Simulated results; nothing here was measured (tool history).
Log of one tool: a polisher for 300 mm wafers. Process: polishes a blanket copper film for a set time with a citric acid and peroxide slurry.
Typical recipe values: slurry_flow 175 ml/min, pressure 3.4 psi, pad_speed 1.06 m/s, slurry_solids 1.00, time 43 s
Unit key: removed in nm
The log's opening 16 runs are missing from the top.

run    hour  slurry_flow  pressure  pad_speed  slurry_solids  time  wafers since the last listed run  wafers polished on this pad  hours since the slurry nozzle was cleaned  hours since the head pressure was calibrated  hours since the slurry blender was calibrated  incoming thickness of the incoming film, nm  removed
     1170.6  -- head pressure recalibrated
 17  1171.1          175       3.4       1.06           1.00    43                               665                         1018                                      279.0                                           0.5                                          265.0                                       1112.9     94.5
 18  1280.6          125       2.4       0.76           1.00    32                               881                         1900                                      388.5                                         110.0                                          374.5                                       1130.7     36.2
 19  1387.9          125       4.4       1.06           0.85    35                               863                         2764                                      495.8                                         217.3                                          481.8                                       1117.6     88.3
 20  1492.1          175       3.4       1.06           1.00    43                               838                         3602                                      600.0                                         321.5                                          586.0                                       1092.4     92.3
 21  1553.0          175       3.4       1.06           1.00    43                               490                         4093                                      660.9                                         382.4                                          646.9                                       1123.4     94.6
 22  1649.7          175       3.4       1.06           1.00    43                               778                         4871                                      757.6                                         479.1                                          743.6                                       1111.1     93.8
     1685.6  -- slurry blender recalibrated
     1708.6  -- slurry nozzle cleaned
 23  1716.0          175       3.0       1.06           1.00    32                               509                         5381                                        7.4                                         545.4                                           30.4                                       1103.5     64.2
 24  1763.5          175       3.4       1.06           1.00    43                               382                         5763                                       54.9                                         592.9                                           77.9                                       1118.1     91.9
     1773.1  -- worn pad replaced by a new one
 25  1857.2          175       3.4       1.06           0.70    35                               722                          677                                      148.6                                         686.6                                          171.6                                       1120.2     73.8
 26  1951.2          175       2.3       1.06           1.15    47                               756                         1433                                      242.6                                         780.6                                          265.6                                       1119.7     80.8
 27  1991.5          175       3.4       1.06           1.00    43                               324                         1758                                      282.9                                         820.9                                          305.9                                       1125.4     95.5
 28  2039.6          195       3.4       1.06           1.00    54                               387                         2145                                      331.0                                         869.0                                          354.0                                       1120.6    122.6
     2317.3  -- head pressure recalibrated
     2335.7  -- slurry nozzle cleaned
 29  2339.2          210       3.4       0.74           1.25    53                              2387                         4533                                        3.5                                          21.9                                          653.6                                       1093.9     86.9
     2344.6  -- slurry blender recalibrated
     2403.1  -- worn pad replaced by a new one
 30  2426.4          175       3.4       1.06           1.00    43                               653                          187                                       90.7                                         109.1                                           81.8                                       1107.2     93.7

Predict each of these 4 candidate next runs independently; none follows another, all start after run 30:
  A  2426.8          175       3.4       1.06           1.00    43                                 3                          190                                       91.1                                         109.5                                           82.2                                       1092.8        ?
  B  2426.8          175       4.2       1.06           1.25    43                                 3                          190                                       91.1                                         109.5                                           82.2                                       1092.8        ?
  C  2426.8          160       3.4       1.06           0.75    43                                 3                          190                                       91.1                                         109.5                                           82.2                                       1092.8        ?
  D  2426.8          175       3.4       1.06           1.00    36                                 3                          190                                       91.1                                         109.5                                           82.2                                       1092.8        ?

run  removed
  A     94.6
  B    115.4
  C     89.7
  D     79.2
With the hidden condition removed and each run's random variation left untouched, the same runs would have given:
run  removed
  A     94.6
  B    115.4
  C     89.7
  D     79.2
